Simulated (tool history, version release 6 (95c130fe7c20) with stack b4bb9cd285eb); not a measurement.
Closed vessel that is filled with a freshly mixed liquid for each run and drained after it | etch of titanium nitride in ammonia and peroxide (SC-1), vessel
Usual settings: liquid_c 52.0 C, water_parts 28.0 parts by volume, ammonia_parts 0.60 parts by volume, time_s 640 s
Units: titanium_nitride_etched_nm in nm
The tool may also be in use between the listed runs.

run     day  liquid_c  water_parts  ammonia_parts  time_s  wafers since the last listed run  hours since the thermometer was replaced  hours since the ammonia flow meter was replaced  hours since the drum of ammonia solution was connected  hours since the gauge calibration  read-back film thickness of the titanium nitride reference wafer, read on the same gauge (nm)  titanium_nitride_etched_nm
  1   0.000      52.0         28.0           0.60     640                                 0                                    1534.1                                           1063.1                                                  1012.2                              531.9                                                                                          39.98                       21.76
  2   0.729      52.0         28.0           0.60     535                              1601                                    1551.6                                           1080.6                                                  1029.7                              549.4                                                                                          40.00                       18.13
  3   1.462      52.0         28.0           0.60     640                              1611                                    1569.2                                           1098.2                                                  1047.3                              567.0                                                                                          39.99                       21.75
  4   2.946      52.0         28.0           0.60     640                              3258                                    1604.8                                           1133.8                                                  1082.9                              602.6                                                                                          39.99                       21.42
  5   4.208      52.0         28.0           0.60     640                              2773                                    1635.1                                           1164.1                                                  1113.2                              632.9                                                                                          39.97                       21.39
      4.938  -- gauge calibrated
  6   5.408      52.0         28.0           0.60     640                              2636                                    1663.9                                           1192.9                                                  1142.0                               11.3                                                                                          40.04                       21.50
  7   6.379      52.0         28.0           0.60     640                              2132                                    1687.2                                           1216.2                                                  1165.3                               34.6                                                                                          40.04                       21.54
      6.979  -- ammonia flow meter replaced
  8   7.079      52.0         28.0           0.60     640                              1446                                    1704.0                                              2.4                                                  1182.1                               51.4                                                                                          40.06                       21.76
  9   7.808      47.0         41.5           0.40     995                              1601                                    1721.5                                             19.9                                                  1199.6                               68.9                                                                                          40.01                       17.34
 10   8.675      52.0         28.0           0.60     640                              1904                                    1742.3                                             40.7                                                  1220.4                               89.7                                                                                          40.04                       21.48
 11   9.242      56.5         28.0           0.60     360                              1244                                    1755.9                                             54.3                                                  1234.0                              103.3                                                                                          40.07                       16.27
      9.975  -- new drum of ammonia solution connected
 12  10.392      60.5         28.0           0.60     640                              2434                                    1783.5                                             81.9                                                    10.0                              130.9                                                                                          40.01                       37.36
 13  11.867      43.5         28.0           0.85     640                              3240                                    1818.9                                            117.3                                                    45.4                              166.3                                                                                          39.95                       12.59
 14  12.938      60.0         38.0           0.35     870                              2352                                    1844.6                                            143.0                                                    71.1                              192.0                                                                                          39.97                       37.74
     13.538  -- thermometer replaced
 15  13.562      52.0         28.0           0.60     640                              1281                                       0.6                                            158.0                                                    86.1                              207.0                                                                                          39.98                       21.45
 16  14.954      52.0         28.0           0.60     640                              3057                                      34.0                                            191.4                                                   119.5                              240.4                                                                                          40.04                       21.69
 17  15.812      58.5         33.5           0.50     390                              1885                                      54.6                                            212.0                                                   140.1                              261.0                                                                                          40.01                       17.74
 18  16.458      52.0         28.0           0.60     640                              1418                                      70.1                                            227.5                                                   155.6                              276.5                                                                                          39.93                       21.48
 19  17.867      52.0         20.0           0.60     750                              3094                                     103.9                                            261.3                                                   189.4                              310.3                                                                                          40.01                       30.49
 20  19.175      60.0         15.0           0.80     820                              2874                                     135.3                                            292.7                                                   220.8                              341.7                                                                                          39.98                       70.28
 21  19.821      52.0         21.0           0.70     640                              1418                                     150.8                                            308.2                                                   236.3                              357.2                                                                                          39.96                       25.49
 22  20.892      59.0         28.0           0.80     640                              2352                                     176.5                                            333.9                                                   262.0                              382.9                                                                                          39.96                       35.80
 23  21.458      48.5         28.0           0.70     335                              1244                                     190.1                                            347.5                                                   275.6                              396.5                                                                                          40.01                        9.14
 24  22.308      46.0         20.0           0.35     860                              1867                                     210.5                                            367.9                                                   296.0                              416.9                                                                                          39.98                       20.55
 25  23.138      52.0         32.5           0.60     640                              1821                                     230.4                                            387.8                                                   315.9                              436.8                                                                                          39.99                       19.79
 26  24.279      52.0         28.0           0.60     640                              2508                                     257.8                                            415.2                                                   343.3                              464.2                                                                                          40.04                       21.43
 27  25.067      52.0         28.0           0.60     640                              1730                                     276.7                                            434.1                                                   362.2                              483.1                                                                                          40.04                       21.32

How the hidden state differs across the entries between the runs, from the last listed run before each to the first after it:
Between runs 5 and 6: gauge calibrated (day 4.938)
  no hidden state differs between the two runs
Between runs 7 and 8: ammonia flow meter replaced (day 6.979)
  no hidden state differs between the two runs
Between runs 11 and 12: new drum of ammonia solution connected (day 9.975)
  no hidden state differs between the two runs
Between runs 14 and 15: thermometer replaced (day 13.538)
  no hidden state differs between the two runs

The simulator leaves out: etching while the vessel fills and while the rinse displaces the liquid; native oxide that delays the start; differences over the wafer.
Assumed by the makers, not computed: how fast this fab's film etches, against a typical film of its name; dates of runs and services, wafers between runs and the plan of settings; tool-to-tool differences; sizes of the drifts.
